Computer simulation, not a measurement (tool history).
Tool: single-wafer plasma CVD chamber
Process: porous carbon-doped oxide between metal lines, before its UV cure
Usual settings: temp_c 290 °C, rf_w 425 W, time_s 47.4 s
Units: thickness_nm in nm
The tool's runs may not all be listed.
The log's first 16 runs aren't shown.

| run | day | temp_c | rf_w | time_s | wafers since the last listed run | hours since the last thermocouple change | hours since the last RF generator calibration | hours since the showerhead was replaced | hours since the gauge calibration | read-back reference wafer on the same gauge, thickness_nm | thickness_nm |
|---|---|---|---|---|---|---|---|---|---|---|---|
| 17 | 17.596 | 290 | 425 | 44 | 574 | 379.9 | 936.6 | 6297.8 | 382.9 | 206.106 | 205.079 |
|  | 18.558 | showerhead replaced |
| 18 | 18.579 | 290 | 425 | 41.6 | 452 | 403.5 | 960.2 | 0.5 | 406.5 | 205.94 | 194.968 |
| 19 | 19.862 | 301 | 400 | 45 | 893 | 434.3 | 991 | 31.3 | 437.3 | 206.031 | 186.353 |
| 20 | 20.525 | 290 | 425 | 52.8 | 461 | 450.2 | 1006.9 | 47.2 | 453.2 | 206.03 | 246.141 |
| 21 | 21.075 | 285 | 465 | 50.9 | 382 | 463.4 | 1020.1 | 60.4 | 466.4 | 205.881 | 265.382 |
| 22 | 21.629 | 298 | 355 | 47.4 | 385 | 476.7 | 1033.4 | 73.7 | 479.7 | 205.848 | 175.851 |
| 23 | 22.75 | 283 | 475 | 40.2 | 780 | 503.6 | 1060.3 | 100.6 | 506.6 | 206.139 | 217.068 |
|  | 23.154 | RF generator calibrated |
| 24 | 24.017 | 290 | 425 | 47.4 | 649 | 534 | 20.7 | 131 | 537 | 205.95 | 230.985 |
| 25 | 24.792 | 276 | 425 | 51.8 | 539 | 552.6 | 39.3 | 149.6 | 555.6 | 206.022 | 269.597 |
| 26 | 25.604 | 280 | 505 | 47.4 | 565 | 572.1 | 58.8 | 169.1 | 575.1 | 206.025 | 279.953 |
| 27 | 26.225 | 284 | 510 | 47.4 | 432 | 587 | 73.7 | 184 | 590 | 206.042 | 275.564 |
| 28 | 27.512 | 298 | 455 | 54.8 | 896 | 617.9 | 104.6 | 214.9 | 620.9 | 206.013 | 268.203 |
| 29 | 29.008 | 282 | 495 | 39.3 | 1041 | 653.8 | 140.5 | 250.8 | 656.8 | 206.016 | 226.793 |

The next listed run, before its measurement:
| 30 | 29.971 | 290 | 455 | 47.4 | 670 | 676.9 | 163.6 | 273.9 | 679.9 | ? | ? |

Run 30 gave read-back reference wafer on the same gauge, thickness_nm 205.985, thickness_nm 242.446 nm.
Without the tool's hidden state the same run would have given thickness_nm 247.177 nm.
